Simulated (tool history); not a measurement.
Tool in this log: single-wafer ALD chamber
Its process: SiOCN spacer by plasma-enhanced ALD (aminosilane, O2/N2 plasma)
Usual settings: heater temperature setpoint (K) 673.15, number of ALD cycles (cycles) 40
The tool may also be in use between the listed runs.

run,hour,heater temperature setpoint (K),number of ALD cycles (cycles),"read-back reference wafer on the same gauge, thickness_nm",mean film thickness on the monitor wafer (Å)
1,0,673.15,42,2.85,25.82
2,16.9,673.15,42,2.854,25.89
3,24.8,673.15,40,2.851,24.7
4,31.2,673.15,40,2.852,24.65
5,45.1,673.15,40,2.85,24.62
6,54.1,673.15,40,2.848,24.66
7,61.4,673.15,40,2.85,24.74
8,75.5,673.15,40,2.849,24.75
9,93.3,673.15,40,2.848,24.75
10,103.8,673.15,40,2.849,24.71
11,134.3,673.15,40,2.85,24.71
12,141,673.15,38,2.846,23.44
13,154.7,673.15,38,2.847,23.39
# hour 166: thermocouple changed; heater temperature recalibrated
14,172.3,673.15,38,2.851,23.4
15,218.6,673.15,40,2.853,24.51
16,228.7,673.15,40,2.849,24.61
17,238.2,673.15,40,2.851,24.7
18,247.7,678.15,35,2.85,21.15
19,255.4,673.15,37,2.85,22.85
20,264.2,661.15,33,2.849,20.39
21,278,673.15,40,2.851,24.74
22,285.9,681.15,40,2.847,23.96
23,294.5,673.15,40,2.848,24.61
# hour 309.8: gauge calibrated
24,311.4,667.15,47,2.847,28.95
25,318,673.15,43,2.849,26.5
26,325.6,673.15,38,2.85,23.52
27,340.6,667.15,40,2.851,24.6
28,350.8,673.15,40,2.852,24.67
29,357.6,680.15,44,2.85,26.51
30,371,664.15,40,2.85,24.55
31,383.1,679.15,34,2.85,20.53
32,391.7,680.15,42,2.852,25.23
33,407.5,685.15,40,2.85,23.6

Exercise: give the hidden state of the tool at every run:
wafer temperature above the value expected at the setpoint (K): 0 on each run
gauge reads high (%): 0 on each run

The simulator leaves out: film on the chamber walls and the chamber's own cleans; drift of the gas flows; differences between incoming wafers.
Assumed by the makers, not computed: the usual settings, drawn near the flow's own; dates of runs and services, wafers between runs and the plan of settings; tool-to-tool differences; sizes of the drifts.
